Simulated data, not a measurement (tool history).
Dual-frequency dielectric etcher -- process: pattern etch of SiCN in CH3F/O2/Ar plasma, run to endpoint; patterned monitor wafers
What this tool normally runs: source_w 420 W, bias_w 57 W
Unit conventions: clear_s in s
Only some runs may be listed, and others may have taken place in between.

run	hour	source_w	bias_w	incoming incoming film thickness, nm	clear_s
1	0	420	57	7.99	23.8
2	69.7	420	57	8.05	24
3	133.9	420	63	8.03	23
4	172.1	420	63	7.98	23
5	238.8	420	63	8.05	22.5
6	298.5	450	57	8.04	22.2
7	363.6	450	57	8	22.4
# hour 379.6: bias power generator calibrated
# hour 388.7: source power generator calibrated
# hour 392.6: wet clean of the chamber
8	393.1	420	47	7.96	24.7
9	446.9	420	47	7.96	24.3
10	479	420	57	8.09	23.7
11	545.1	420	57	8.01	23.4
12	575.2	420	57	8.03	23.4
13	603.2	420	68	8	22.4
# hour 651.6: upper electrode replaced
14	672.7	420	45	7.99	24.1
15	719.2	340	46	8.04	25.5
# hour 772.4: wet clean of the chamber
16	772.9	370	53	8.05	25
17	865.4	420	48	8.05	23.8
18	929.5	510	49	8.05	22.2
19	981.1	320	71	7.99	23.8
20	1010	340	46	7.99	25
21	1052.5	340	57	7.94	23.8
22	1120.9	420	57	7.94	22.1
# hour 1163.6: wet clean of the chamber
23	1169.5	480	46	7.98	23.5
24	1200.5	350	65	8.01	24.3

Forecast each of these 5 alternatives for the next run:
A	1200.9	420	51	7.96	?
B	1200.9	500	70	7.96	?
C	1200.9	470	49	7.96	?
D	1200.9	370	47	7.96	?
E	1200.9	390	68	7.96	?

run	clear_s
A	24.1
B	21.4
C	23.4
D	25.4
E	23.3
Stripped of hidden state, with their random variation kept, the same runs would have yielded:
run	clear_s
A	24.2
B	21.5
C	23.5
D	25.5
E	23.3
